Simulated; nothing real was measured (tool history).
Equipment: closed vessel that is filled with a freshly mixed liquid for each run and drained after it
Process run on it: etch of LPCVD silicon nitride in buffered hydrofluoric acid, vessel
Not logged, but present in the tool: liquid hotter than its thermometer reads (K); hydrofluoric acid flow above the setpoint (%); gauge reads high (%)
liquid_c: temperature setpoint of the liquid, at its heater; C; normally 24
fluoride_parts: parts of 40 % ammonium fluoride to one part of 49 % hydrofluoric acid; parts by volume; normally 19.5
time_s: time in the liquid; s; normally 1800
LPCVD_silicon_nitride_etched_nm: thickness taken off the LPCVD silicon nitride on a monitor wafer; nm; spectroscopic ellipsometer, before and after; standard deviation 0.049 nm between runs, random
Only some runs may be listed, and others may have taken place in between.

run,hour,liquid_c,fluoride_parts,time_s,wafers since the last listed run,hours since the thermometer was replaced,hours since the hydrofluoric acid flow meter was replaced,hours since the gauge calibration,"read-back film thickness of the LPCVD silicon nitride reference wafer, read on the same gauge (nm)",LPCVD_silicon_nitride_etched_nm
1,0,24,19.5,1800,0,1222.2,1513.6,1317.7,140.04,13
2,68.3,24,19.5,1800,3244,1290.5,1581.9,1386,140.01,12.91
3,131.4,24,19.5,1800,2997,1353.6,1645,1449.1,139.98,12.95
4,159.9,24,19.5,1800,1353,1382.1,1673.5,1477.6,140.02,13.02
5,187,24,14,1800,1287,1409.2,1700.6,1504.7,140.04,17.95
# hour 207.5: thermometer replaced
# hour 218.7: hydrofluoric acid flow meter replaced
6,233.7,24,19.5,1800,2123,26.2,15,1551.4,139.96,12.5
7,258.1,24,16.5,1145,1159,50.6,39.4,1575.8,140.01,9.42
# hour 295.3: gauge calibrated
8,306.1,24,16.5,1145,2280,98.6,87.4,10.8,140,9.43
9,361,24,16.5,1145,2608,153.5,142.3,65.7,140.01,9.41
10,412.2,24,19.5,1800,2432,204.7,193.5,116.9,140.02,12.5
11,458.7,24,19.5,1800,2208,251.2,240,163.4,140.01,12.59
12,526.6,24,19.5,1800,3225,319.1,307.9,231.3,139.98,12.61
13,560.3,25.5,12.5,1800,1600,352.8,341.6,265,140.02,21.14
14,612.8,20.5,25.5,1365,2494,405.3,394.1,317.5,139.97,6.49
15,666.3,24,19.5,1800,2541,458.8,447.6,371,139.96,12.65
16,736.7,26.5,23.5,1800,3344,529.2,518,441.4,140.04,12.62
17,790.9,24,13.5,1080,2574,583.4,572.2,495.6,139.96,10.88
18,834,25.5,16,1800,2047,626.5,615.3,538.7,140.01,16.7
19,898.1,24,19.5,1800,3045,690.6,679.4,602.8,140.05,12.66
20,931,24,19.5,1800,1562,723.5,712.3,635.7,140.02,12.73
21,960.3,22.5,25.5,2785,1391,752.8,741.6,665,139.98,14.92
22,1002.6,25.5,26,2725,2009,795.1,783.9,707.3,140,16.91
23,1047.7,20,27.5,1800,2142,840.2,829,752.4,139.97,7.97
24,1114.8,22.5,19.5,1800,3187,907.3,896.1,819.5,140.02,11.72
25,1181.2,22,19.5,1240,3154,973.7,962.5,885.9,139.98,7.9
26,1217.6,20.5,27.5,1510,1729,1010.1,998.9,922.3,140,6.93
27,1255.1,26.5,19.5,2410,1781,1047.6,1036.4,959.8,140.04,19.49
28,1302.1,24,11.5,1120,2232,1094.6,1083.4,1006.8,139.99,13.36
29,1347.8,27,19.5,1480,2170,1140.3,1129.1,1052.5,140.01,12.43
30,1387.4,24,19.5,1800,1881,1179.9,1168.7,1092.1,140,12.79
31,1449,24,19.5,1800,2926,1241.5,1230.3,1153.7,140.06,12.84
32,1479.4,22.5,19.5,2310,1444,1271.9,1260.7,1184.1,140.03,15.12

Hidden state at the last listed run before each entry between runs and at the first one after, where it differs:
Run 5 -> run 6: thermometer replaced (hour 207.5); hydrofluoric acid flow meter replaced (hour 218.7)
  hydrofluoric acid flow above the setpoint (%): 4.06 -> 0.094
  measured value less the no-hidden-state value, LPCVD_silicon_nitride_etched_nm: +0.69 -> +0.01 nm
Run 7 -> run 8: gauge calibrated (hour 295.3)
  hydrofluoric acid flow above the setpoint (%): 0.147 -> 0.25
  measured value less the no-hidden-state value, LPCVD_silicon_nitride_etched_nm: +0.01 -> +0.02 nm
